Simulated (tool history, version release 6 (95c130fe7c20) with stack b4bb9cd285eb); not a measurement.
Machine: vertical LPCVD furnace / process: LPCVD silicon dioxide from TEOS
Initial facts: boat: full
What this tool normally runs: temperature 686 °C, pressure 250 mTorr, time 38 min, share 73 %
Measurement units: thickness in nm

run   hour  temperature  pressure  time  share  read-back reference wafer on the same gauge, thickness  thickness
  1      0          686       250    38     73                                                  210.32     199.03
  2   32.2          686       250    38     73                                                  209.88        202
  3   60.3          686       250    38     73                                                  209.94     200.42
  4   73.5          686       230    38     73                                                  210.29     190.13
  5  104.2          686       230    38     73                                                   209.8     193.64
     130.6  -- TEOS flow controller replaced
  6  131.1          686       230    38     73                                                  209.73     189.78
  7  135.9          681       250    38     73                                                   209.8     176.43
  8  163.1          686       265    38     73                                                  209.83     205.19
  9  191.7          686       200    38     73                                                  210.04     179.22
 10  216.3          686       250  24.5     73                                                   210.2     129.25
 11  249.7          678       190    47     79                                                  209.74     185.62
 12  267.9          686       195    38     63                                                  210.02     163.89
 13  300.8          695       250    30     61                                                   210.1     179.83
 14  324.5          686       250    38     80                                                  210.03      208.5
 15  339.5          675       190  48.5     60                                                  209.95     155.67
     365.2  -- gauge calibrated
     384.2  -- thermocouples replaced and temperature profile calibrated
 16  384.7          686       250    38     73                                                  209.71     210.57
 17  396.2          686       210    38     83                                                  210.12     207.13
 18  419.6          692       250    38     64                                                  210.08     227.93
     453.2  -- pressure gauge zeroed
 19  453.7          674       250    38     58                                                  210.35     141.57
 20  459.9          676       250  29.5     73                                                   209.7     130.28
 21    494          695       250    38     65                                                  210.27     247.87
 22  509.7          686       220    24     73                                                  209.98      125.9
 23  524.1          686       285    38     73                                                  210.08     228.12
       559  -- thermocouples replaced and temperature profile calibrated, repeated, since the last time left the tool worse
 24  559.5          686       250    38     73                                                  209.87     189.37
 25  572.8          686       250    49     73                                                  210.03     243.98
 26  588.3          686       250    38     73                                                  209.62     188.41
 27  604.3          681       275  46.5     73                                                  210.15     215.28
 28    634          696       190    38     66                                                  209.89     199.05
 29  654.2          690       250    27     73                                                  210.23     149.15
 30  686.9          697       250    26     73                                                  209.66     171.21
 31  718.5          686       250    38     73                                                  209.83     192.04

Subtracting, for every run, the result it would have given without the tool's unlogged condition from the measured result gives the following. The same run-to-run variation enters both numbers; the gauge's scatter may not:
Unlogged tool condition in this case: true tube temperature minus thermocouple reading, K; true pressure minus gauge reading, mTorr; deviation of the TEOS flow from its setpoint, %; gauge reads high (%).
run  thickness
  1     +11.83
  2     +12.03
  3     +11.95
  4     +11.35
  5     +11.57
  6     +11.35
  7     +10.66
  8     +12.28
  9     +10.75
 10      +7.76
 11     +11.34
 12      +9.85
 13     +10.63
 14     +12.56
 15       +9.6
 16     +22.87
 17     +22.62
 18     +24.85
 19     +16.24
 20     +14.92
 21     +27.72
 22     +14.42
 23     +26.28
 24      +0.45
 25      +0.76
 26      +0.76
 27      +1.06
 28      +1.26
 29      +1.11
 30      +1.54
 31      +2.07
